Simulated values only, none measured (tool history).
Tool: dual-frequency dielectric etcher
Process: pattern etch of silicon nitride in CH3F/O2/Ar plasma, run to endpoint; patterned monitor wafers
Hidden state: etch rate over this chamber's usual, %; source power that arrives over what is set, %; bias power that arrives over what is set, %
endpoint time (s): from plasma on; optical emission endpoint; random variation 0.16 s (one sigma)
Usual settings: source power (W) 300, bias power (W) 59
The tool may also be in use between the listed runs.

run,hour,source power (W),bias power (W),wafers since the last listed run,hours since the last wet clean,hours since the last source power generator calibration,hours since the last bias power generator calibration,hours since the last upper electrode change,"incoming incoming film thickness, nm",endpoint time (s)
1,0,300,59,0,210,2174.9,1372.9,5608.5,27.42,48.3
2,29.6,300,59,437,239.6,2204.5,1402.5,5638.1,27.64,48.4
3,69.8,250,63,593,279.8,2244.7,1442.7,5678.3,27.84,51.6
4,101.6,300,53,469,311.6,2276.5,1474.5,5710.1,27.69,50.5
5,154,300,59,774,364,2328.9,1526.9,5762.5,27.26,48.1
6,189.1,300,59,518,399.1,2364,1562,5797.6,27.62,48.7
# hour 235.8: wet clean of the chamber
# hour 285.3: bias power generator calibrated
7,374.9,300,59,2331,139.1,2549.8,89.6,5983.4,27.57,48.1
8,407.7,260,59,484,171.9,2582.6,122.4,6016.2,27.7,51.7
9,447,300,48,580,211.2,2621.9,161.7,6055.5,27.68,51.9
10,474.1,300,53,400,238.3,2649,188.8,6082.6,27.61,50
11,506.1,240,53,472,270.3,2681,220.8,6114.6,27.58,54.8
12,549.3,260,54,638,313.5,2724.2,264,6157.8,27.66,52.7
# hour 601.4: upper electrode replaced
13,601.9,300,59,422,366.1,2776.8,316.6,0.5,27.79,48.9
14,633.3,300,71,463,397.5,2808.2,348,31.9,27.78,45.9
# hour 670: wet clean of the chamber
15,709.9,330,65,777,39.9,2884.8,424.6,108.5,27.52,45
# hour 722.6: source power generator calibrated
16,742.1,230,59,416,72.1,19.5,456.8,140.7,27.76,54.3
17,805.6,300,59,938,135.6,83,520.3,204.2,27.71,48.8
18,857.3,360,66,763,187.3,134.7,572,255.9,27.64,43.4
19,923,320,59,970,253,200.4,637.7,321.6,27.73,47.7

The tool's hidden state at each run:
source power that arrives over what is set, %: 0 in every run
bias power that arrives over what is set, %: 0 in every run
H1: etch rate over this chamber's usual, %
run,H1
1,-0.784
2,-0.882
3,-1.02
4,-1.12
5,-1.3
6,-1.41
7,-0.441
8,-0.55
9,-0.681
10,-0.771
11,-0.877
12,-1.02
13,-1.2
14,-1.3
15,-0.255
16,-0.362
17,-0.573
18,-0.745
19,-0.964
